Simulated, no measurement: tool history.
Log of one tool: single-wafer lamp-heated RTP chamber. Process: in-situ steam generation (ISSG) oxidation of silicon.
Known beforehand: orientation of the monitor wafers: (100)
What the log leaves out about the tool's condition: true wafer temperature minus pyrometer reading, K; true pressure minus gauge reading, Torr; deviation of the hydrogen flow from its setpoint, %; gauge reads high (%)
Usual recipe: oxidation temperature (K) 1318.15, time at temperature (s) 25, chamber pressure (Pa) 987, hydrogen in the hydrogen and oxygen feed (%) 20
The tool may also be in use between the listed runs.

| run | hour | oxidation temperature (K) | time at temperature (s) | chamber pressure (Pa) | hydrogen in the hydrogen and oxygen feed (%) | wafers since the last listed run | wafers since the last pyrometer calibration | hours since the pressure gauge was zeroed | hours since the hydrogen flow controller was replaced | hours since the gauge calibration | read-back reference wafer on the same gauge, thickness | oxide thickness on the monitor wafer (nm) |
|---|---|---|---|---|---|---|---|---|---|---|---|---|
| 1 | 0.0 | 1318.15 | 25 | 987 | 20 | 0 | 566 | 3867.9 | 6769.6 | 317.1 | 7.549 | 8.289 |
| 2 | 51.7 | 1318.15 | 25 | 987 | 20 | 342 | 908 | 3919.6 | 6821.3 | 368.8 | 7.549 | 8.271 |
| 3 | 98.1 | 1318.15 | 25 | 987 | 20 | 307 | 1216 | 3966.0 | 6867.7 | 415.2 | 7.551 | 8.376 |
| 4 | 159.6 | 1318.15 | 25 | 987 | 20 | 407 | 1623 | 4027.5 | 6929.2 | 476.7 | 7.548 | 8.324 |
| 5 | 209.7 | 1318.15 | 25 | 987 | 20 | 331 | 1955 | 4077.6 | 6979.3 | 526.8 | 7.554 | 8.332 |
|  | 256.6 | hydrogen flow controller replaced |
| 6 | 317.8 | 1318.15 | 25 | 920 | 20 | 662 | 2617 | 4185.7 | 61.2 | 634.9 | 7.546 | 8.333 |
|  | 342.0 | gauge calibrated |
| 7 | 376.3 | 1318.15 | 25 | 920 | 20 | 387 | 3005 | 4244.2 | 119.7 | 34.3 | 7.552 | 8.423 |
|  | 445.4 | pyrometer window cleaned and pyrometer calibrated |
| 8 | 445.9 | 1318.15 | 25 | 920 | 20 | 407 | 2 | 4313.8 | 189.3 | 103.9 | 7.550 | 8.259 |
| 9 | 484.6 | 1318.15 | 34 | 987 | 27 | 256 | 259 | 4352.5 | 228.0 | 142.6 | 7.552 | 10.490 |
| 10 | 524.9 | 1335.15 | 25 | 920 | 20 | 266 | 526 | 4392.8 | 268.3 | 182.9 | 7.548 | 9.122 |
|  | 558.0 | pressure gauge zeroed |
| 11 | 565.6 | 1330.15 | 25 | 1080 | 20 | 216 | 742 | 7.6 | 309.0 | 223.6 | 7.557 | 8.861 |
| 12 | 622.0 | 1307.15 | 22 | 1067 | 17 | 373 | 1116 | 64.0 | 365.4 | 280.0 | 7.555 | 7.144 |
| 13 | 667.0 | 1318.15 | 25 | 987 | 20 | 297 | 1413 | 109.0 | 410.4 | 325.0 | 7.551 | 8.266 |
| 14 | 711.9 | 1318.15 | 21 | 987 | 20 | 297 | 1711 | 153.9 | 455.3 | 369.9 | 7.560 | 7.614 |
| 15 | 769.1 | 1318.15 | 25 | 987 | 20 | 378 | 2090 | 211.1 | 512.5 | 427.1 | 7.559 | 8.415 |
| 16 | 795.0 | 1326.15 | 20 | 920 | 17 | 171 | 2261 | 237.0 | 538.4 | 453.0 | 7.554 | 7.462 |

Same runs, no hidden state in the tool, same run-to-run variation:
| run | oxide thickness on the monitor wafer (nm) |
|---|---|
| 1 | 8.245 |
| 2 | 8.212 |
| 3 | 8.304 |
| 4 | 8.234 |
| 5 | 8.228 |
| 6 | 8.198 |
| 7 | 8.270 |
| 8 | 8.239 |
| 9 | 10.449 |
| 10 | 9.072 |
| 11 | 8.800 |
| 12 | 7.089 |
| 13 | 8.183 |
| 14 | 7.529 |
| 15 | 8.302 |
| 16 | 7.355 |
